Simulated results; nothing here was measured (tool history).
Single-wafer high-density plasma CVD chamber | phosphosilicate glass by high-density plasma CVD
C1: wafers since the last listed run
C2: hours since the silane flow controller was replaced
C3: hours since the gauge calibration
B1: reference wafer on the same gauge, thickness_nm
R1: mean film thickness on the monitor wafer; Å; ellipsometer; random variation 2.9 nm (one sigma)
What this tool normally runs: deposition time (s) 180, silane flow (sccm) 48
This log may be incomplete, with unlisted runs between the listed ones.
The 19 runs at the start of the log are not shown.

Run 20, hour 592.1: usual settings but deposition time (s) 161, silane flow (sccm) 57; C1 348; C2 144.1; C3 1176.5; B1 845.741. Result: R1 9379.33 Å.
Run 21, hour 604.5: usual settings but deposition time (s) 199, silane flow (sccm) 43; C1 138; C2 156.5; C3 1188.9; B1 845.967. Result: R1 8869.38 Å.
Run 22, hour 617.0: usual settings but deposition time (s) 201, silane flow (sccm) 55; C1 139; C2 169.0; C3 1201.4; B1 845.912. Result: R1 11323.33 Å.
Run 23, hour 651.1: usual settings; C1 380; C2 203.1; C3 1235.5; B1 845.071. Result: R1 8878.65 Å.
At hour 667.6: gauge calibrated.
Run 24, hour 747.9: usual settings; C1 1080; C2 299.9; C3 80.3; B1 845.286. Result: R1 8923.17 Å.
Run 25, hour 775.2: usual settings but deposition time (s) 145; C1 304; C2 327.2; C3 107.6; B1 845.407. Result: R1 7162.34 Å.
Run 26, hour 791.3: usual settings; C1 179; C2 343.3; C3 123.7; B1 845.231. Result: R1 8941.20 Å.
Run 27, hour 837.5: usual settings but deposition time (s) 199; C1 515; C2 389.5; C3 169.9; B1 845.791. Result: R1 9914.72 Å.
Run 28, hour 858.4: usual settings but deposition time (s) 196, silane flow (sccm) 54; C1 233; C2 410.4; C3 190.8; B1 846.423. Result: R1 10913.10 Å.
Run 29, hour 885.9: usual settings but deposition time (s) 190, silane flow (sccm) 56; C1 306; C2 437.9; C3 218.3; B1 845.675. Result: R1 11013.69 Å.
Run 30, hour 910.9: usual settings but deposition time (s) 190, silane flow (sccm) 56; C1 278; C2 462.9; C3 243.3; B1 846.449. Result: R1 10976.04 Å.
Run 31, hour 926.5: usual settings but deposition time (s) 209, silane flow (sccm) 43; C1 174; C2 478.5; C3 258.9; B1 846.204. Result: R1 9311.48 Å.
Run 32, hour 939.6: usual settings; C1 146; C2 491.6; C3 272.0; B1 846.699. Result: R1 8865.98 Å.
Run 33, hour 958.4: usual settings but deposition time (s) 212, silane flow (sccm) 55; C1 209; C2 510.4; C3 290.8; B1 846.299. Result: R1 12058.66 Å.
Run 34, hour 981.6: usual settings but deposition time (s) 199, silane flow (sccm) 40; C1 258; C2 533.6; C3 314.0; B1 845.270. Result: R1 8339.85 Å.

Predict each of these 4 candidate next runs independently; none follows another, all start after run 34:
Run A, hour 982.0: usual settings but deposition time (s) 163; C1 4; C2 534.0; C3 314.4; B1 ?. Result: R1 ?.
Run B, hour 982.0: usual settings but deposition time (s) 200, silane flow (sccm) 55; C1 4; C2 534.0; C3 314.4; B1 ?. Result: R1 ?.
Run C, hour 982.0: usual settings but deposition time (s) 198, silane flow (sccm) 40; C1 4; C2 534.0; C3 314.4; B1 ?. Result: R1 ?.
Run D, hour 982.0: usual settings but deposition time (s) 158; C1 4; C2 534.0; C3 314.4; B1 ?. Result: R1 ?.

run       B1        R1
  A  847.752   8104.59
  B  847.752  11344.56
  C  847.752   8260.51
  D  847.752   7855.98
Had the tool no hidden state, the same runs would have come out as:
run        R1
  A   7978.49
  B  11168.05
  C   8131.99
  D   7733.75
